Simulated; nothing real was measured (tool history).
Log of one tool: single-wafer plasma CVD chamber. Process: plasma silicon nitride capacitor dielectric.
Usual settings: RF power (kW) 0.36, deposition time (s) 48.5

run	day	RF power (kW)	deposition time (s)	wafers since the last listed run	hours since the last RF generator calibration	hours since the showerhead was replaced	hours since the gauge calibration	read-back reference wafer on the same gauge, thickness_nm	mean film thickness on the monitor wafer (angstrom)
1	0	0.36	48.5	0	801.7	8206.3	29.4	71.892	645.3
2	0.396	0.36	48.5	180	811.2	8215.8	38.9	71.929	643.97
3	0.858	0.36	48.5	211	822.3	8226.9	50	71.907	642.63
4	1.175	0.36	48.5	144	829.9	8234.5	57.6	71.905	644.83
5	1.567	0.36	48.5	178	839.3	8243.9	67	71.925	642.48
6	1.842	0.36	48.5	125	845.9	8250.5	73.6	71.961	643.57
7	2.192	0.38	51.7	159	854.3	8258.9	82	71.885	700.68
8	2.596	0.36	48.5	184	864	8268.6	91.7	71.95	641.72
9	2.95	0.41	48.5	161	872.5	8277.1	100.2	71.883	676.53
10	3.208	0.36	48.5	118	878.7	8283.3	106.4	71.905	640.86
11	3.762	0.335	52.5	253	892	8296.6	119.7	71.895	672.38
12	4.017	0.315	48.5	116	898.1	8302.7	125.8	71.9	604.31
# day 4.225: gauge calibrated
# day 4.517: RF generator calibrated
13	4.538	0.36	48.5	85	0.5	8315.2	7.5	71.895	661.57
# day 5.067: showerhead replaced
14	5.088	0.395	58.2	98	13.7	0.5	20.7	71.919	822.29
15	5.296	0.32	40.3	95	18.7	5.5	25.7	71.926	521.34
16	5.875	0.415	41.1	264	32.6	19.4	39.6	71.882	594.27
17	6.488	0.32	51.1	279	47.3	34.1	54.3	71.928	659.48
18	6.992	0.29	45.9	230	59.4	46.2	66.4	71.879	567.48
19	7.621	0.36	48.5	287	74.5	61.3	81.5	71.957	660.46
20	8.342	0.36	48.5	329	91.8	78.6	98.8	71.909	661.46

4 ways to go on from here, each from the tool as it stands after run 20. What would each give?
A	8.358	0.36	41.2	7	92.2	79	99.2	?	?
B	8.358	0.39	42.5	7	92.2	79	99.2	?	?
C	8.358	0.39	48.5	7	92.2	79	99.2	?	?
D	8.358	0.33	52.2	7	92.2	79	99.2	?	?

run	read-back reference wafer on the same gauge, thickness_nm	mean film thickness on the monitor wafer (angstrom)
A	71.856	560.58
B	71.856	598.24
C	71.856	682.69
D	71.856	683.56
Without the tool's hidden state the same runs would have given:
run	mean film thickness on the monitor wafer (angstrom)
A	562.4
B	600.18
C	684.91
D	685.78
